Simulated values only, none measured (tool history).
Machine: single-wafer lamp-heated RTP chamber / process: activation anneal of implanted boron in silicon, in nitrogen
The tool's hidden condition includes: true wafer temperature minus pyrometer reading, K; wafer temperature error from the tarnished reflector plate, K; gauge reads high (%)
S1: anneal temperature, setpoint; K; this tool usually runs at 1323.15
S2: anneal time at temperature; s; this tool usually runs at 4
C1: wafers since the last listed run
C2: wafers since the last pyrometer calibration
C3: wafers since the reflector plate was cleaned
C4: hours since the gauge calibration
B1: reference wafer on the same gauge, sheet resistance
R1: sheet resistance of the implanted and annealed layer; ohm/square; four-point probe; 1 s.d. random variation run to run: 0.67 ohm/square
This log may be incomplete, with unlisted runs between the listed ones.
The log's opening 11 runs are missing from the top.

run   hour       S1  S2   C1    C2    C3     C4      B1      R1
 12  155.8  1341.15   6  125  1582  3323  370.9  351.55  439.48
 13  163.1  1341.15   6   67  1649  3390  378.2  351.46  436.84
 14  200.8  1323.15   5  346  1996  3737  415.9  351.31  438.69
 15  207.4  1323.15   4   60  2056  3798  422.5  351.39  439.94
 16  215.9  1323.15   4   78  2135  3876  431.0  351.39  437.66
 17  232.0  1323.15   3  148  2283  4024  447.1  351.42  438.65
 18  245.5  1323.15   4  124  2407  4148  460.6  351.31  438.21
     246.1  -- gauge calibrated
 19  256.0  1346.15   6   96  2504  4245    9.9  357.62  446.71
 20  270.9  1309.15   3  137  2641  4382   24.8  357.14  446.21
 21  288.8  1342.15   3  164  2805  4547   42.7  356.57  445.78
 22  297.0  1341.15   6   75  2881  4622   50.9  356.29  443.64
     312.2  -- reflector plate cleaned
 23  314.3  1333.15   3   85  2966    19   68.2  355.89  445.14
 24  326.2  1300.15   3  109  3076   128   80.1  355.54  444.88

Expected results for the next run?
     341.5  -- pyrometer window cleaned and pyrometer calibrated
 25  342.4  1343.15   6  75   8  204  96.3   ?   ?

{"run 25": {"B1": 355.34, "R1": 442.9}}
With no hidden state in the tool, this same run would have given R1 445.10 ohm/square.
